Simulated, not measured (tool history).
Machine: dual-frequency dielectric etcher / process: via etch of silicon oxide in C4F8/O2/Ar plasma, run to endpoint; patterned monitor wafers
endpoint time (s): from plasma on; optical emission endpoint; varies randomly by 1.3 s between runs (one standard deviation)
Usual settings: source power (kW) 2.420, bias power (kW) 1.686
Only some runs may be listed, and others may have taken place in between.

run,hour,source power (kW),bias power (kW),wafers since the last listed run,hours since the last wet clean,hours since the last source power generator calibration,hours since the last bias power generator calibration,hours since the last upper electrode change,"incoming incoming film thickness, nm",endpoint time (s)
1,0.0,2.420,1.517,0,230.5,1671.3,5253.0,3021.7,1340.6,276.2
2,16.1,2.420,1.517,113,246.6,1687.4,5269.1,3037.8,1333.8,272.6
3,23.1,2.420,1.686,49,253.6,1694.4,5276.1,3044.8,1338.6,267.6
4,40.7,2.850,1.686,123,271.2,1712.0,5293.7,3062.4,1340.9,248.4
5,52.9,2.540,1.686,85,283.4,1724.2,5305.9,3074.6,1342.2,261.0
6,59.3,2.540,1.686,45,289.8,1730.6,5312.3,3081.0,1348.8,263.0
7,77.1,2.420,1.686,125,307.6,1748.4,5330.1,3098.8,1338.2,264.9
8,87.2,2.420,1.686,71,317.7,1758.5,5340.2,3108.9,1341.7,267.2
# hour 94.9: source power generator calibrated
9,96.0,2.780,1.686,33,326.5,1.1,5349.0,3117.7,1336.6,250.2
# hour 147.9: upper electrode replaced
10,148.4,2.420,1.686,199,378.9,53.5,5401.4,0.5,1334.0,263.8
11,148.8,3.010,1.375,2,379.3,53.9,5401.8,0.9,1342.5,250.8
12,157.1,2.960,2.033,58,387.6,62.2,5410.1,9.2,1333.3,226.8
13,170.4,2.060,1.880,93,400.9,75.5,5423.4,22.5,1343.8,275.8
14,180.2,2.420,1.686,68,410.7,85.3,5433.2,32.3,1325.1,260.4
15,190.1,2.420,1.686,69,420.6,95.2,5443.1,42.2,1328.5,259.7
16,203.3,2.960,2.033,92,433.8,108.4,5456.3,55.4,1330.6,224.0
17,211.9,2.020,1.877,60,442.4,117.0,5464.9,64.0,1347.4,281.1
# hour 248.7: bias power generator calibrated
# hour 266.7: wet clean of the chamber
18,267.2,2.730,1.894,234,0.5,172.3,18.5,119.3,1347.8,251.2
19,271.1,2.660,1.385,27,4.4,176.2,22.4,123.2,1336.1,274.4
20,287.6,2.420,1.686,116,20.9,192.7,38.9,139.7,1332.1,270.0
21,294.9,2.870,1.908,51,28.2,200.0,46.2,147.0,1341.4,240.9
22,308.7,2.100,1.580,97,42.0,213.8,60.0,160.8,1328.8,295.8
23,314.9,2.600,1.325,43,48.2,220.0,66.2,167.0,1339.0,278.4
24,326.0,2.420,1.506,78,59.3,231.1,77.3,178.1,1336.5,279.3
25,333.9,2.620,1.334,55,67.2,239.0,85.2,186.0,1341.7,279.5
26,351.1,2.420,1.829,120,84.4,256.2,102.4,203.2,1348.3,265.7
27,368.7,3.010,1.359,123,102.0,273.8,120.0,220.8,1338.6,256.5
28,375.3,2.420,2.003,46,108.6,280.4,126.6,227.4,1341.4,258.8
29,390.8,1.960,1.456,109,124.1,295.9,142.1,242.9,1341.0,312.0
30,401.9,2.420,1.686,78,135.2,307.0,153.2,254.0,1339.2,267.6
31,411.9,2.920,1.686,70,145.2,317.0,163.2,264.0,1334.6,244.2
32,418.9,1.920,1.331,49,152.2,324.0,170.2,271.0,1335.4,324.0
33,428.0,1.950,1.958,64,161.3,333.1,179.3,280.1,1354.1,288.4
34,440.1,2.420,1.686,85,173.4,345.2,191.4,292.2,1339.0,267.5

Hidden state or all else? Some run-to-run changes of endpoint time (s), split into what the settings, what came in and random variation would give without the hidden state, and what is left for the hidden state (with any gauge scatter that isn't in both results):
What the log doesn't record here: etch rate over this chamber's usual, %; source power that arrives over what is set, %; bias power that arrives over what is set, %.
Run 12 -> 13: source power (kW) 2.960 -> 2.060, bias power (kW) 2.033 -> 1.880. endpoint time (s) +49.0: hidden state -1.8, all else +50.8.
Run 16 -> 17: source power (kW) 2.960 -> 2.020, bias power (kW) 2.033 -> 1.877. endpoint time (s) +57.1: hidden state -2.2, all else +59.3.
Run 17 -> 18: source power (kW) 2.020 -> 2.730, bias power (kW) 1.877 -> 1.894, bias power generator calibrated, wet clean of the chamber. endpoint time (s) -29.9: hidden state +11.1, all else -41.0.
Run 21 -> 22: source power (kW) 2.870 -> 2.100, bias power (kW) 1.908 -> 1.580. endpoint time (s) +54.9: hidden state -0.3, all else +55.2.
Run 31 -> 32: source power (kW) 2.920 -> 1.920, bias power (kW) 1.686 -> 1.331. endpoint time (s) +79.8: hidden state -0.9, all else +80.7.

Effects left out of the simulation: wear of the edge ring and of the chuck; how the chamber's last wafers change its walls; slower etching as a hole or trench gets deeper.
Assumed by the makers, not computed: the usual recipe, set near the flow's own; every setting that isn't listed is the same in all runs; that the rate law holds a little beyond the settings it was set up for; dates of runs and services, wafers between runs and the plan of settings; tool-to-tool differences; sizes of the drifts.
